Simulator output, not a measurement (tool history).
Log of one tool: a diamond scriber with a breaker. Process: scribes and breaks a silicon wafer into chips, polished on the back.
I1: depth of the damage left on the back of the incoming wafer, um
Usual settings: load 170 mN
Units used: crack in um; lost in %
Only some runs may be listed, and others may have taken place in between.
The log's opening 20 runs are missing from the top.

{"hour": 1175.5, "done": "diamond tip replaced by a new one"}
{"run": 21, "hour": 1178.2, "load": 124, "I1": 0.04, "crack": 5.72, "lost": 22.1}
{"run": 22, "hour": 1240.5, "load": 187, "I1": 0.02, "crack": 8.36, "lost": 2.27}
{"run": 23, "hour": 1278.4, "load": 153, "I1": 0.05, "crack": 7.05, "lost": 4.57}
{"run": 24, "hour": 1345.5, "load": 211, "I1": 0.04, "crack": 9.26, "lost": 9.41}
{"run": 25, "hour": 1406.0, "load": 144, "I1": 0.03, "crack": 6.43, "lost": 8.96}
{"run": 26, "hour": 1449.3, "load": 183, "I1": 0.03, "crack": 8.17, "lost": 1.68}
{"run": 27, "hour": 1513.3, "load": 170, "I1": 0.04, "crack": 7.33, "lost": 1.41}
{"run": 28, "hour": 1573.4, "load": 143, "I1": 0.02, "crack": 6.41, "lost": 11.03}
{"run": 29, "hour": 1625.4, "load": 189, "I1": 0.05, "crack": 8.1, "lost": 2}
{"run": 30, "hour": 1655.3, "load": 194, "I1": 0.02, "crack": 8.24, "lost": 2.82}
{"run": 31, "hour": 1702.4, "load": 145, "I1": 0.04, "crack": 6.34, "lost": 11.51}
{"run": 32, "hour": 1764.1, "load": 157, "I1": 0.01, "crack": 7.02, "lost": 6.09}
{"run": 33, "hour": 1811.5, "load": 144, "I1": 0.02, "crack": 6.24, "lost": 13.74}

Here are 5 independent what-if runs from the current tool condition. What would each one return?
{"run": "A", "hour": 1812.2, "load": 129, "I1": 0.05, "crack": "?", "lost": "?"}
{"run": "B", "hour": 1812.2, "load": 184, "I1": 0.05, "crack": "?", "lost": "?"}
{"run": "C", "hour": 1812.2, "load": 137, "I1": 0.05, "crack": "?", "lost": "?"}
{"run": "D", "hour": 1812.2, "load": 126, "I1": 0.05, "crack": "?", "lost": "?"}
{"run": "E", "hour": 1812.2, "load": 123, "I1": 0.05, "crack": "?", "lost": "?"}

run=A crack=5.55 lost=28.74
run=B crack=7.74 lost=1.38
run=C crack=5.89 lost=20.74
run=D crack=5.42 lost=32.12
run=E crack=5.29 lost=35.7
Had the tool no hidden state, the same runs would have come out as:
run=A crack=5.98 lost=18.95
run=B crack=8.34 lost=2.74
run=C crack=6.35 lost=12.22
run=D crack=5.84 lost=21.96
run=E crack=5.69 lost=25.23
